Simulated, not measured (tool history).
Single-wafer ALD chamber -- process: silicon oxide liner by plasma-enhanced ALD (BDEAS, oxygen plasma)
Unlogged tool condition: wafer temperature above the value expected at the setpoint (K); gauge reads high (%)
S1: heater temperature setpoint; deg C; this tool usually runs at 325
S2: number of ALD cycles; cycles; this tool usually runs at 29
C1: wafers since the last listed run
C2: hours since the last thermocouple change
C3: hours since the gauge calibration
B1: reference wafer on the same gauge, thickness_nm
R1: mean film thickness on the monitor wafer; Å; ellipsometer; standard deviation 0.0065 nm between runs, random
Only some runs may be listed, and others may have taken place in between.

Run 1, day 0.000: usual settings; C1 0; C2 381.0; C3 1513.1; B1 3.084. Result: R1 26.01 Å.
Run 2, day 2.279: usual settings; C1 724; C2 435.7; C3 1567.8; B1 3.082. Result: R1 26.07 Å.
Run 3, day 3.596: usual settings; C1 418; C2 467.3; C3 1599.4; B1 3.083. Result: R1 26.00 Å.
Run 4, day 4.800: usual settings but S2 31 cycles; C1 382; C2 496.2; C3 1628.3; B1 3.076. Result: R1 27.68 Å.
Run 5, day 6.992: usual settings but S2 31 cycles; C1 696; C2 548.8; C3 1680.9; B1 3.074. Result: R1 27.75 Å.
Run 6, day 8.508: usual settings; C1 481; C2 585.2; C3 1717.3; B1 3.075. Result: R1 25.96 Å.
Run 7, day 9.575: usual settings but S2 27 cycles; C1 338; C2 610.8; C3 1742.9; B1 3.076. Result: R1 24.17 Å.
Run 8, day 11.425: usual settings; C1 587; C2 655.2; C3 1787.3; B1 3.073. Result: R1 25.91 Å.
Run 9, day 13.688: usual settings; C1 718; C2 709.5; C3 1841.6; B1 3.069. Result: R1 25.90 Å.
Run 10, day 15.362: usual settings but S1 321 deg C; C1 532; C2 749.7; C3 1881.8; B1 3.070. Result: R1 25.99 Å.
Run 11, day 16.371: usual settings; C1 320; C2 773.9; C3 1906.0; B1 3.067. Result: R1 25.88 Å.
Run 12, day 17.375: usual settings; C1 319; C2 798.0; C3 1930.1; B1 3.063. Result: R1 25.68 Å.
Run 13, day 19.104: usual settings but S1 331 deg C; C1 549; C2 839.5; C3 1971.6; B1 3.065. Result: R1 25.67 Å.
Run 14, day 20.817: usual settings but S1 331 deg C; C1 544; C2 880.6; C3 2012.7; B1 3.061. Result: R1 25.59 Å.
Run 15, day 29.112: usual settings but S1 331 deg C; C1 2635; C2 1079.7; C3 2211.8; B1 3.056. Result: R1 25.50 Å.
Run 16, day 31.279: usual settings; C1 688; C2 1131.7; C3 2263.8; B1 3.053. Result: R1 25.72 Å.
Run 17, day 33.471: usual settings; C1 696; C2 1184.3; C3 2316.4; B1 3.050. Result: R1 25.71 Å.
Run 18, day 35.946: usual settings; C1 786; C2 1243.7; C3 2375.8; B1 3.044. Result: R1 25.75 Å.
Run 19, day 37.167: usual settings but S2 28 cycles; C1 387; C2 1273.0; C3 2405.1; B1 3.044. Result: R1 24.71 Å.
At day 37.550: gauge calibrated.
At day 39.050: thermocouple changed; heater temperature recalibrated.
Run 20, day 39.417: usual settings; C1 608; C2 8.8; C3 44.8; B1 3.118. Result: R1 26.14 Å.
Run 21, day 41.129: usual settings; C1 544; C2 49.9; C3 85.9; B1 3.113. Result: R1 26.33 Å.
Run 22, day 48.117: usual settings; C1 2219; C2 217.6; C3 253.6; B1 3.116. Result: R1 26.27 Å.
Run 23, day 50.050: usual settings but S1 336 deg C, S2 26 cycles; C1 614; C2 264.0; C3 300.0; B1 3.113. Result: R1 23.21 Å.
Run 24, day 52.375: usual settings but S1 334 deg C; C1 738; C2 319.8; C3 355.8; B1 3.113. Result: R1 25.83 Å.
Run 25, day 54.125: usual settings but S1 338 deg C; C1 555; C2 361.8; C3 397.8; B1 3.115. Result: R1 25.82 Å.
Run 26, day 57.121: usual settings; C1 951; C2 433.7; C3 469.7; B1 3.110. Result: R1 26.30 Å.
Run 27, day 59.588: usual settings but S1 315 deg C, S2 34 cycles; C1 783; C2 492.9; C3 528.9; B1 3.115. Result: R1 31.07 Å.
Run 28, day 67.183: usual settings; C1 2413; C2 675.2; C3 711.2; B1 3.108. Result: R1 26.26 Å.
Run 29, day 69.900: usual settings; C1 863; C2 740.4; C3 776.4; B1 3.109. Result: R1 26.23 Å.
Run 30, day 72.400: usual settings; C1 794; C2 800.4; C3 836.4; B1 3.107. Result: R1 26.18 Å.
Run 31, day 73.579: usual settings but S1 335 deg C, S2 33 cycles; C1 374; C2 828.7; C3 864.7; B1 3.106. Result: R1 29.28 Å.
Run 32, day 75.083: usual settings but S1 332 deg C, S2 31 cycles; C1 477; C2 864.8; C3 900.8; B1 3.108. Result: R1 27.70 Å.
Run 33, day 77.992: usual settings; C1 923; C2 934.6; C3 970.6; B1 3.100. Result: R1 26.13 Å.
Run 34, day 80.142: usual settings but S1 335 deg C, S2 32 cycles; C1 683; C2 986.2; C3 1022.2; B1 3.105. Result: R1 28.51 Å.
Run 35, day 88.762: usual settings but S1 312 deg C, S2 26 cycles; C1 2738; C2 1193.1; C3 1229.1; B1 3.100. Result: R1 23.77 Å.
At day 89.671: thermocouple changed; heater temperature recalibrated.
Run 36, day 89.938: usual settings but S1 339 deg C, S2 33 cycles; C1 267; C2 6.4; C3 1257.3; B1 3.096. Result: R1 29.26 Å.
Run 37, day 91.204: usual settings but S1 339 deg C; C1 402; C2 36.8; C3 1287.7; B1 3.096. Result: R1 25.69 Å.
Run 38, day 97.442: usual settings but S1 315 deg C; C1 1981; C2 186.5; C3 1437.4; B1 3.086. Result: R1 26.43 Å.
Run 39, day 100.358: usual settings; C1 926; C2 256.5; C3 1507.4; B1 3.090. Result: R1 26.02 Å.
Run 40, day 102.692: usual settings; C1 741; C2 312.5; C3 1563.4; B1 3.087. Result: R1 26.14 Å.
Run 41, day 104.942: usual settings; C1 714; C2 366.5; C3 1617.4; B1 3.084. Result: R1 25.98 Å.
Run 42, day 106.792: usual settings but S1 337 deg C, S2 27 cycles; C1 587; C2 410.9; C3 1661.8; B1 3.085. Result: R1 23.78 Å.
Run 43, day 109.125: usual settings; C1 741; C2 466.9; C3 1717.8; B1 3.082. Result: R1 25.96 Å.
Run 44, day 111.162: usual settings but S1 313 deg C; C1 647; C2 515.8; C3 1766.7; B1 3.081. Result: R1 26.32 Å.
Run 45, day 113.050: usual settings but S1 331 deg C, S2 25 cycles; C1 599; C2 561.1; C3 1812.0; B1 3.079. Result: R1 22.17 Å.

Entry by entry between the runs, the difference in hidden state between the last listed run before and the first listed run after:
Logged between run 19 and run 20: gauge calibrated (day 37.550); thermocouple changed; heater temperature recalibrated (day 39.050)
  gauge reads high (%): -2.13 -> 0.165
  measured result minus the result with no hidden state, R1: -0.54 -> +0.04 Å
Logged between run 35 and run 36: thermocouple changed; heater temperature recalibrated (day 89.671)
  gauge reads high (%): -0.386 -> -0.412
  measured result minus the result with no hidden state, R1: -0.09 -> -0.12 Å
